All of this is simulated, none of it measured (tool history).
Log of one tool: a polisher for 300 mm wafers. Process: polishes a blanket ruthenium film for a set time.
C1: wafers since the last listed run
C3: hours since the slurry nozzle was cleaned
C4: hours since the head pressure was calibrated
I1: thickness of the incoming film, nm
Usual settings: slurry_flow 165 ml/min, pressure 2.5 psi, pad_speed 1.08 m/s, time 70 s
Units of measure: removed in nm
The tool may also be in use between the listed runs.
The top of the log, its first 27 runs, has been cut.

{"run": 28, "hour": 1991.5, "slurry_flow": 165, "pressure": 2.1, "pad_speed": 1.38, "time": 94, "C1": 437, "wafers polished on this pad": 1456, "C3": 798.1, "C4": 281, "I1": 406.5, "removed": 126.2}
{"run": 29, "hour": 2037.9, "slurry_flow": 215, "pressure": 2.9, "pad_speed": 1.36, "time": 91, "C1": 467, "wafers polished on this pad": 1924, "C3": 844.5, "C4": 327.4, "I1": 411.9, "removed": 173}
{"run": 30, "hour": 2124.1, "slurry_flow": 165, "pressure": 1.6, "pad_speed": 1.08, "time": 70, "C1": 868, "wafers polished on this pad": 2792, "C3": 930.7, "C4": 413.6, "I1": 412.6, "removed": 56.1}
{"hour": 2181.4, "done": "slurry nozzle cleaned"}
{"run": 31, "hour": 2225.6, "slurry_flow": 165, "pressure": 1.6, "pad_speed": 1.08, "time": 70, "C1": 1012, "wafers polished on this pad": 3805, "C3": 44.2, "C4": 515.1, "I1": 411.6, "removed": 55.6}
{"run": 32, "hour": 2311.8, "slurry_flow": 165, "pressure": 2.5, "pad_speed": 1.08, "time": 70, "C1": 868, "wafers polished on this pad": 4674, "C3": 130.4, "C4": 601.3, "I1": 408.2, "removed": 88}
{"hour": 2442.8, "done": "worn pad replaced by a new one"}
{"run": 33, "hour": 2461.6, "slurry_flow": 130, "pressure": 2.5, "pad_speed": 0.86, "time": 89, "C1": 1469, "wafers polished on this pad": 189, "C3": 280.2, "C4": 751.1, "I1": 412.6, "removed": 84.8}
{"run": 34, "hour": 2538.2, "slurry_flow": 205, "pressure": 2.5, "pad_speed": 1.24, "time": 70, "C1": 771, "wafers polished on this pad": 961, "C3": 356.8, "C4": 827.7, "I1": 406.2, "removed": 101.3}
{"run": 35, "hour": 2583.7, "slurry_flow": 165, "pressure": 2.5, "pad_speed": 1.08, "time": 81, "C1": 458, "wafers polished on this pad": 1419, "C3": 402.3, "C4": 873.2, "I1": 412.7, "removed": 95.5}
{"run": 36, "hour": 2642.5, "slurry_flow": 215, "pressure": 2.5, "pad_speed": 0.72, "time": 70, "C1": 592, "wafers polished on this pad": 2012, "C3": 461.1, "C4": 932, "I1": 411.2, "removed": 60.3}
{"run": 37, "hour": 2680.3, "slurry_flow": 165, "pressure": 2.5, "pad_speed": 1.08, "time": 86, "C1": 380, "wafers polished on this pad": 2393, "C3": 498.9, "C4": 969.8, "I1": 411.6, "removed": 103.1}
{"run": 38, "hour": 2772.1, "slurry_flow": 120, "pressure": 2.8, "pad_speed": 0.9, "time": 85, "C1": 925, "wafers polished on this pad": 3318, "C3": 590.7, "C4": 1061.6, "I1": 406.7, "removed": 90.5}

Alternative continuations, all from the tool just after run 38; predict every row:
{"run": "A", "hour": 2772.5, "slurry_flow": 165, "pressure": 2.5, "pad_speed": 1.08, "time": 70, "C1": 4, "wafers polished on this pad": 3322, "C3": 591.1, "C4": 1062, "I1": 405.5, "removed": "?"}
{"run": "B", "hour": 2772.5, "slurry_flow": 125, "pressure": 2.8, "pad_speed": 1.08, "time": 60, "C1": 4, "wafers polished on this pad": 3322, "C3": 591.1, "C4": 1062, "I1": 405.5, "removed": "?"}
{"run": "C", "hour": 2772.5, "slurry_flow": 190, "pressure": 2.5, "pad_speed": 1.24, "time": 70, "C1": 4, "wafers polished on this pad": 3322, "C3": 591.1, "C4": 1062, "I1": 405.5, "removed": "?"}

run=A removed=83.6
run=B removed=77
run=C removed=96.7
What these runs would have given with no unlogged condition in the tool:
run=A removed=93.2
run=B removed=85.8
run=C removed=107.8
